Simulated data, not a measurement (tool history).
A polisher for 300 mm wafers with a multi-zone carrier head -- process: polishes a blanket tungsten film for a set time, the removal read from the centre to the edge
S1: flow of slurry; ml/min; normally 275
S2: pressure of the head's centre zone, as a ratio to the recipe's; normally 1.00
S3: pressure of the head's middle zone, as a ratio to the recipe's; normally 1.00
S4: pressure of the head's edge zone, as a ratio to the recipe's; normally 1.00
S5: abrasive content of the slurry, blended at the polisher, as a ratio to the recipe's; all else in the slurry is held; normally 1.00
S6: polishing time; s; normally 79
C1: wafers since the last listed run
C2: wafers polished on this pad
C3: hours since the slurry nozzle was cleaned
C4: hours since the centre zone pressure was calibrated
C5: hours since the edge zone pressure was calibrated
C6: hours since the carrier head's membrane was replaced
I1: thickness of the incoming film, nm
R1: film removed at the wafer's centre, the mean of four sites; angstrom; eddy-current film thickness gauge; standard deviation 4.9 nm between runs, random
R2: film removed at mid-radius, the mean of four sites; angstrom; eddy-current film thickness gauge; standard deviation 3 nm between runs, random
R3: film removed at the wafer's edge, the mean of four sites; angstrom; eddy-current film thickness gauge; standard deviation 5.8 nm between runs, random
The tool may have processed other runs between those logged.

{"run": 1, "hour": 0.0, "S1": 275, "S2": 1.05, "S3": 1.05, "S4": 1.0, "S5": 1.0, "S6": 79, "C1": 0, "C2": 458, "C3": 738.5, "C4": 909.4, "C5": 558.3, "C6": 1743.1, "I1": 1421.4, "R1": 3941, "R2": 3973, "R3": 3808}
{"hour": 18.9, "done": "edge zone pressure recalibrated"}
{"hour": 19.9, "done": "worn pad replaced by a new one"}
{"run": 2, "hour": 20.4, "S1": 275, "S2": 0.97, "S3": 1.0, "S4": 1.0, "S5": 0.85, "S6": 79, "C1": 176, "C2": 5, "C3": 758.9, "C4": 929.8, "C5": 1.5, "C6": 1763.5, "I1": 1428.4, "R1": 3706, "R2": 3837, "R3": 3836}
{"run": 3, "hour": 29.4, "S1": 275, "S2": 1.0, "S3": 1.0, "S4": 1.0, "S5": 1.0, "S6": 79, "C1": 90, "C2": 96, "C3": 767.9, "C4": 938.8, "C5": 10.5, "C6": 1772.5, "I1": 1408.0, "R1": 3819, "R2": 3913, "R3": 3874}
{"run": 4, "hour": 45.4, "S1": 275, "S2": 1.0, "S3": 1.0, "S4": 1.0, "S5": 1.0, "S6": 79, "C1": 161, "C2": 257, "C3": 783.9, "C4": 954.8, "C5": 26.5, "C6": 1788.5, "I1": 1417.8, "R1": 3805, "R2": 3900, "R3": 3905}
{"run": 5, "hour": 51.5, "S1": 275, "S2": 0.97, "S3": 1.07, "S4": 1.0, "S5": 1.0, "S6": 79, "C1": 61, "C2": 319, "C3": 790.0, "C4": 960.9, "C5": 32.6, "C6": 1794.6, "I1": 1410.4, "R1": 3714, "R2": 4056, "R3": 3905}
{"run": 6, "hour": 58.7, "S1": 275, "S2": 1.0, "S3": 1.0, "S4": 1.0, "S5": 1.0, "S6": 79, "C1": 72, "C2": 391, "C3": 797.2, "C4": 968.1, "C5": 39.8, "C6": 1801.8, "I1": 1423.2, "R1": 3731, "R2": 3866, "R3": 3702}
{"run": 7, "hour": 68.3, "S1": 275, "S2": 1.0, "S3": 1.0, "S4": 1.0, "S5": 1.0, "S6": 79, "C1": 96, "C2": 488, "C3": 806.8, "C4": 977.7, "C5": 49.4, "C6": 1811.4, "I1": 1417.2, "R1": 3622, "R2": 3754, "R3": 3875}
{"hour": 75.1, "done": "centre zone pressure recalibrated"}
{"run": 8, "hour": 86.2, "S1": 275, "S2": 1.0, "S3": 1.0, "S4": 1.0, "S5": 1.0, "S6": 79, "C1": 160, "C2": 648, "C3": 824.7, "C4": 11.1, "C5": 67.3, "C6": 1829.3, "I1": 1410.6, "R1": 3612, "R2": 3708, "R3": 3614}
{"hour": 92.1, "done": "worn pad replaced by a new one"}
{"run": 9, "hour": 93.6, "S1": 275, "S2": 0.92, "S3": 1.0, "S4": 1.0, "S5": 1.0, "S6": 79, "C1": 34, "C2": 14, "C3": 832.1, "C4": 18.5, "C5": 74.7, "C6": 1836.7, "I1": 1423.7, "R1": 3580, "R2": 3932, "R3": 3860}
{"run": 10, "hour": 105.0, "S1": 275, "S2": 1.12, "S3": 1.0, "S4": 1.0, "S5": 0.8, "S6": 79, "C1": 114, "C2": 129, "C3": 843.5, "C4": 29.9, "C5": 86.1, "C6": 1848.1, "I1": 1395.5, "R1": 4110, "R2": 3771, "R3": 3827}
{"hour": 118.8, "done": "slurry nozzle cleaned"}
{"run": 11, "hour": 148.9, "S1": 240, "S2": 1.0, "S3": 1.0, "S4": 1.0, "S5": 1.0, "S6": 72, "C1": 432, "C2": 562, "C3": 30.1, "C4": 73.8, "C5": 130.0, "C6": 1892.0, "I1": 1413.3, "R1": 3292, "R2": 3378, "R3": 3365}
{"run": 12, "hour": 155.4, "S1": 275, "S2": 1.0, "S3": 0.89, "S4": 1.0, "S5": 1.0, "S6": 79, "C1": 65, "C2": 627, "C3": 36.6, "C4": 80.3, "C5": 136.5, "C6": 1898.5, "I1": 1400.7, "R1": 3601, "R2": 3367, "R3": 3658}
{"hour": 162.0, "done": "carrier head's membrane replaced by a new one"}
{"run": 13, "hour": 162.5, "S1": 275, "S2": 1.0, "S3": 1.0, "S4": 1.0, "S5": 1.0, "S6": 79, "C1": 21, "C2": 649, "C3": 43.7, "C4": 87.4, "C5": 143.6, "C6": 0.5, "I1": 1421.5, "R1": 3561, "R2": 3637, "R3": 3625}
{"hour": 175.9, "done": "worn pad replaced by a new one"}
{"run": 14, "hour": 176.4, "S1": 275, "S2": 0.9, "S3": 1.0, "S4": 1.0, "S5": 1.1, "S6": 79, "C1": 99, "C2": 4, "C3": 57.6, "C4": 101.3, "C5": 157.5, "C6": 14.4, "I1": 1424.2, "R1": 3527, "R2": 3948, "R3": 3995}
{"run": 15, "hour": 181.1, "S1": 275, "S2": 1.0, "S3": 1.0, "S4": 1.05, "S5": 1.2, "S6": 79, "C1": 47, "C2": 52, "C3": 62.3, "C4": 106.0, "C5": 162.2, "C6": 19.1, "I1": 1432.8, "R1": 4052, "R2": 4024, "R3": 4180}
{"run": 16, "hour": 197.5, "S1": 275, "S2": 0.94, "S3": 1.0, "S4": 1.0, "S5": 1.0, "S6": 55, "C1": 165, "C2": 217, "C3": 78.7, "C4": 122.4, "C5": 178.6, "C6": 35.5, "I1": 1433.2, "R1": 2457, "R2": 2708, "R3": 2721}
{"run": 17, "hour": 213.6, "S1": 350, "S2": 1.0, "S3": 1.05, "S4": 1.08, "S5": 1.0, "S6": 69, "C1": 162, "C2": 379, "C3": 94.8, "C4": 138.5, "C5": 194.7, "C6": 51.6, "I1": 1430.7, "R1": 3469, "R2": 3579, "R3": 3430}
{"run": 18, "hour": 225.4, "S1": 325, "S2": 1.05, "S3": 1.0, "S4": 1.0, "S5": 1.0, "S6": 87, "C1": 119, "C2": 498, "C3": 106.6, "C4": 150.3, "C5": 206.5, "C6": 63.4, "I1": 1405.3, "R1": 4357, "R2": 4168, "R3": 4218}
{"run": 19, "hour": 235.6, "S1": 275, "S2": 1.0, "S3": 1.0, "S4": 1.0, "S5": 0.75, "S6": 79, "C1": 102, "C2": 601, "C3": 116.8, "C4": 160.5, "C5": 216.7, "C6": 73.6, "I1": 1436.8, "R1": 3518, "R2": 3587, "R3": 3599}
{"hour": 251.7, "done": "worn pad replaced by a new one"}
{"run": 20, "hour": 252.2, "S1": 275, "S2": 1.0, "S3": 1.0, "S4": 1.0, "S5": 1.0, "S6": 89, "C1": 127, "C2": 4, "C3": 133.4, "C4": 177.1, "C5": 233.3, "C6": 90.2, "I1": 1428.5, "R1": 4329, "R2": 4451, "R3": 4464}

Alternative continuations, all from the tool just after run 20; predict every row:
{"run": "A", "hour": 252.6, "S1": 275, "S2": 1.0, "S3": 1.06, "S4": 1.0, "S5": 1.0, "S6": 79, "C1": 4, "C2": 8, "C3": 133.8, "C4": 177.5, "C5": 233.7, "C6": 90.6, "I1": 1422.7, "R1": "?", "R2": "?", "R3": "?"}
{"run": "B", "hour": 252.6, "S1": 275, "S2": 1.04, "S3": 1.05, "S4": 1.0, "S5": 1.0, "S6": 79, "C1": 4, "C2": 8, "C3": 133.8, "C4": 177.5, "C5": 233.7, "C6": 90.6, "I1": 1422.7, "R1": "?", "R2": "?", "R3": "?"}
{"run": "C", "hour": 252.6, "S1": 275, "S2": 1.0, "S3": 1.0, "S4": 1.0, "S5": 1.15, "S6": 66, "C1": 4, "C2": 8, "C3": 133.8, "C4": 177.5, "C5": 233.7, "C6": 90.6, "I1": 1422.7, "R1": "?", "R2": "?", "R3": "?"}
{"run": "D", "hour": 252.6, "S1": 275, "S2": 1.0, "S3": 1.0, "S4": 1.0, "S5": 1.3, "S6": 79, "C1": 4, "C2": 8, "C3": 133.8, "C4": 177.5, "C5": 233.7, "C6": 90.6, "I1": 1422.7, "R1": "?", "R2": "?", "R3": "?"}
{"run": "E", "hour": 252.6, "S1": 305, "S2": 1.0, "S3": 1.1, "S4": 0.91, "S5": 1.0, "S6": 79, "C1": 4, "C2": 8, "C3": 133.8, "C4": 177.5, "C5": 233.7, "C6": 90.6, "I1": 1422.7, "R1": "?", "R2": "?", "R3": "?"}

run=A R1=3795 R2=4089 R3=3924
run=B R1=3947 R2=4055 R3=3924
run=C R1=3242 R2=3326 R3=3356
run=D R1=3962 R2=4066 R3=4102
run=E R1=3834 R2=4259 R3=3776
Take away the tool's hidden state, keep each run's random variation, and the runs would have read:
run=A R1=3839 R2=4137 R3=3969
run=B R1=3993 R2=4103 R3=3970
run=C R1=3280 R2=3365 R3=3395
run=D R1=4009 R2=4113 R3=4150
run=E R1=3879 R2=4309 R3=3821

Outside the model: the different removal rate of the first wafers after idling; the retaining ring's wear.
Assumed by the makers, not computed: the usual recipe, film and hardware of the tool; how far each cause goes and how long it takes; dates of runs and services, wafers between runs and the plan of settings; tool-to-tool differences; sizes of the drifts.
